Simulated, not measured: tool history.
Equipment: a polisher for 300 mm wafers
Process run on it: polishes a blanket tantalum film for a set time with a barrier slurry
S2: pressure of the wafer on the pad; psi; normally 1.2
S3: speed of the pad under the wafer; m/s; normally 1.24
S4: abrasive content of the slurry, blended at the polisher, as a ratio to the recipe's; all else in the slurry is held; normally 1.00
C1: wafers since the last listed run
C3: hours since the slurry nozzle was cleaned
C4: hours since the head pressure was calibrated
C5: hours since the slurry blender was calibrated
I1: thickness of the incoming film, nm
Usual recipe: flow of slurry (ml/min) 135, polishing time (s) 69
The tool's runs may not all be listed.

Run 1, hour 0.0: usual settings but S3 1.42 m/s; C1 0; wafers polished on this pad 658; C3 75.9; C4 671.6; C5 108.4; I1 267.0. Result: film removed (nm) 98.7.
Run 2, hour 23.8: usual settings but S3 1.42 m/s; C1 297; wafers polished on this pad 955; C3 99.7; C4 695.4; C5 132.2; I1 268.0. Result: film removed (nm) 96.9.
Run 3, hour 45.5: usual settings; C1 271; wafers polished on this pad 1226; C3 121.4; C4 717.1; C5 153.9; I1 269.6. Result: film removed (nm) 86.1.
At hour 66.0: slurry blender recalibrated.
Run 4, hour 68.0: usual settings; C1 256; wafers polished on this pad 1482; C3 143.9; C4 739.6; C5 2.0; I1 267.8. Result: film removed (nm) 92.5.
Run 5, hour 80.4: usual settings; C1 154; wafers polished on this pad 1637; C3 156.3; C4 752.0; C5 14.4; I1 273.5. Result: film removed (nm) 94.6.
Run 6, hour 100.5: usual settings; C1 251; wafers polished on this pad 1888; C3 176.4; C4 772.1; C5 34.5; I1 269.1. Result: film removed (nm) 89.6.
Run 7, hour 116.6: usual settings but polishing time (s) 85; C1 201; wafers polished on this pad 2089; C3 192.5; C4 788.2; C5 50.6; I1 268.9. Result: film removed (nm) 109.0.
Run 8, hour 129.2: usual settings but S2 1.4 psi; C1 157; wafers polished on this pad 2247; C3 205.1; C4 800.8; C5 63.2; I1 268.2. Result: film removed (nm) 105.8.
At hour 136.0: worn pad replaced by a new one.
Run 9, hour 154.9: usual settings but S3 0.92 m/s; C1 271; wafers polished on this pad 236; C3 230.8; C4 826.5; C5 88.9; I1 270.9. Result: film removed (nm) 73.4.
Run 10, hour 183.0: usual settings but S3 0.92 m/s; C1 351; wafers polished on this pad 587; C3 258.9; C4 854.6; C5 117.0; I1 272.9. Result: film removed (nm) 71.6.
Run 11, hour 213.8: usual settings but S3 0.92 m/s; C1 384; wafers polished on this pad 972; C3 289.7; C4 885.4; C5 147.8; I1 269.6. Result: film removed (nm) 70.7.
Run 12, hour 249.3: usual settings but polishing time (s) 85; C1 443; wafers polished on this pad 1415; C3 325.2; C4 920.9; C5 183.3; I1 268.9. Result: film removed (nm) 103.5.
At hour 277.2: slurry blender recalibrated.
Run 13, hour 282.9: usual settings but S4 1.25; C1 394; wafers polished on this pad 1810; C3 358.8; C4 954.5; C5 5.7; I1 268.8. Result: film removed (nm) 99.7.
At hour 307.4: worn pad replaced by a new one.
Run 14, hour 315.9: usual settings but polishing time (s) 48; C1 362; wafers polished on this pad 106; C3 391.8; C4 987.5; C5 38.7; I1 266.3. Result: film removed (nm) 64.2.
Run 15, hour 350.0: usual settings but S4 0.80; C1 425; wafers polished on this pad 532; C3 425.9; C4 1021.6; C5 72.8; I1 275.6. Result: film removed (nm) 82.7.
At hour 438.3: slurry nozzle cleaned.
At hour 447.8: head pressure recalibrated.
At hour 453.9: slurry blender recalibrated.
Run 16, hour 454.4: usual settings but S3 1.40 m/s; C1 1241; wafers polished on this pad 1774; C3 16.1; C4 6.6; C5 0.5; I1 270.8. Result: film removed (nm) 101.7.
At hour 483.2: worn pad replaced by a new one.
Run 17, hour 486.6: usual settings but flow of slurry (ml/min) 170; C1 352; wafers polished on this pad 42; C3 48.3; C4 38.8; C5 32.7; I1 273.1. Result: film removed (nm) 95.8.
Run 18, hour 520.2: usual settings but S3 0.86 m/s, S4 1.25, polishing time (s) 80; C1 419; wafers polished on this pad 462; C3 81.9; C4 72.4; C5 66.3; I1 273.2. Result: film removed (nm) 87.4.
Run 19, hour 554.1: usual settings but S3 1.04 m/s; C1 423; wafers polished on this pad 885; C3 115.8; C4 106.3; C5 100.2; I1 272.7. Result: film removed (nm) 77.7.
Run 20, hour 580.5: usual settings; C1 329; wafers polished on this pad 1215; C3 142.2; C4 132.7; C5 126.6; I1 269.5. Result: film removed (nm) 85.8.
Run 21, hour 607.1: usual settings but S3 1.42 m/s; C1 332; wafers polished on this pad 1547; C3 168.8; C4 159.3; C5 153.2; I1 268.4. Result: film removed (nm) 93.7.
Run 22, hour 619.3: usual settings but flow of slurry (ml/min) 125; C1 152; wafers polished on this pad 1700; C3 181.0; C4 171.5; C5 165.4; I1 267.1. Result: film removed (nm) 83.1.
At hour 653.4: slurry blender recalibrated.
Run 23, hour 653.9: usual settings but S2 0.9 psi; C1 407; wafers polished on this pad 2107; C3 215.6; C4 206.1; C5 0.5; I1 271.2. Result: film removed (nm) 70.1.
Run 24, hour 674.0: usual settings but flow of slurry (ml/min) 165, S2 0.8 psi; C1 251; wafers polished on this pad 2358; C3 235.7; C4 226.2; C5 20.6; I1 267.1. Result: film removed (nm) 63.3.
At hour 679.1: worn pad replaced by a new one.
Run 25, hour 709.7: usual settings but flow of slurry (ml/min) 120, polishing time (s) 60; C1 395; wafers polished on this pad 381; C3 271.4; C4 261.9; C5 56.3; I1 271.5. Result: film removed (nm) 76.2.
Run 26, hour 738.1: usual settings but flow of slurry (ml/min) 165, S2 1.4 psi, polishing time (s) 54; C1 354; wafers polished on this pad 736; C3 299.8; C4 290.3; C5 84.7; I1 271.5. Result: film removed (nm) 84.1.
Run 27, hour 761.9: usual settings but flow of slurry (ml/min) 165; C1 297; wafers polished on this pad 1033; C3 323.6; C4 314.1; C5 108.5; I1 266.7. Result: film removed (nm) 91.0.
Run 28, hour 788.8: usual settings; C1 336; wafers polished on this pad 1369; C3 350.5; C4 341.0; C5 135.4; I1 267.6. Result: film removed (nm) 86.8.
Run 29, hour 857.6: usual settings; C1 859; wafers polished on this pad 2229; C3 419.3; C4 409.8; C5 204.2; I1 269.7. Result: film removed (nm) 82.5.

Consider 5 possible next runs. They are alternatives, not a sequence: every one starts from the tool as it was left by run 29. What does each give?
Run A, hour 858.0: usual settings but flow of slurry (ml/min) 115; C1 4; wafers polished on this pad 2234; C3 419.7; C4 410.2; C5 204.6; I1 272.4. Result: film removed (nm) ?.
Run B, hour 858.0: usual settings but flow of slurry (ml/min) 150, polishing time (s) 53; C1 4; wafers polished on this pad 2234; C3 419.7; C4 410.2; C5 204.6; I1 272.4. Result: film removed (nm) ?.
Run C, hour 858.0: usual settings but S3 0.90 m/s; C1 4; wafers polished on this pad 2234; C3 419.7; C4 410.2; C5 204.6; I1 272.4. Result: film removed (nm) ?.
Run D, hour 858.0: usual settings but S4 0.90; C1 4; wafers polished on this pad 2234; C3 419.7; C4 410.2; C5 204.6; I1 272.4. Result: film removed (nm) ?.
Run E, hour 858.0: usual settings but S4 0.85; C1 4; wafers polished on this pad 2234; C3 419.7; C4 410.2; C5 204.6; I1 272.4. Result: film removed (nm) ?.

run  film removed (nm)
  A               79.1
  B               64.4
  C               66.3
  D               78.4
  E               76.4
Take away the tool's hidden state, keep each run's random variation, and the runs would have read:
run  film removed (nm)
  A               90.5
  B               73.6
  C               75.9
  D               90.6
  E               88.8
